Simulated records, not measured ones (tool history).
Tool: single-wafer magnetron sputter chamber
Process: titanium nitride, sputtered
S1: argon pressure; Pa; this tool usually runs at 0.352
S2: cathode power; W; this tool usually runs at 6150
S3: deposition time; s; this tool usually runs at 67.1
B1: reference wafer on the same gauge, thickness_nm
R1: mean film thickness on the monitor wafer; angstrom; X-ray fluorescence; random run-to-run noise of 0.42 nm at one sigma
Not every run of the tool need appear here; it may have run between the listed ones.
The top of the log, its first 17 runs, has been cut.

run	hour	S1	S2	S3	B1	R1
18	210.3	0.411	7300	56.5	77.063	764.33
19	225.4	0.352	7000	67.1	77.108	889.03
20	238.9	0.352	7200	54.5	77.067	734.04
# hour 255.8: magnet pack replaced
21	256.3	0.352	7200	54.5	76.907	729.13
22	257.8	0.283	7600	79.9	77.096	1165.23
23	267.9	0.352	6150	67.1	77.143	785.35
24	277	0.352	6150	67.1	77.168	779.87
25	288.1	0.214	6150	58.2	77.093	710.67
# hour 294.7: gauge calibrated
26	327.5	0.279	7650	73.8	77.109	1061.13
27	339.3	0.352	6150	67.1	77.158	758.4
# hour 351: sputter target and shields replaced
28	352.6	0.467	6550	63.4	77.141	758.78
29	361.5	0.352	6150	67.1	77.123	788.5
30	370	0.352	5450	55.5	77.142	594.18
31	377.2	0.352	7100	67.1	77.041	899.46
32	389.2	0.352	6150	75.7	77.104	900.4

Branching from run 32: 3 alternative next runs. What would each branch give?
A	389.6	0.352	6150	67.1	?	?
B	389.6	0.393	7500	80.1	?	?
C	389.6	0.259	6850	74.7	?	?

run	B1	R1
A	77.084	799.47
B	77.084	1120.19
C	77.084	1014.99
Stripped of hidden state, with their random variation kept, the same runs would have yielded:
run	R1
A	806.07
B	1129.45
C	1023.37
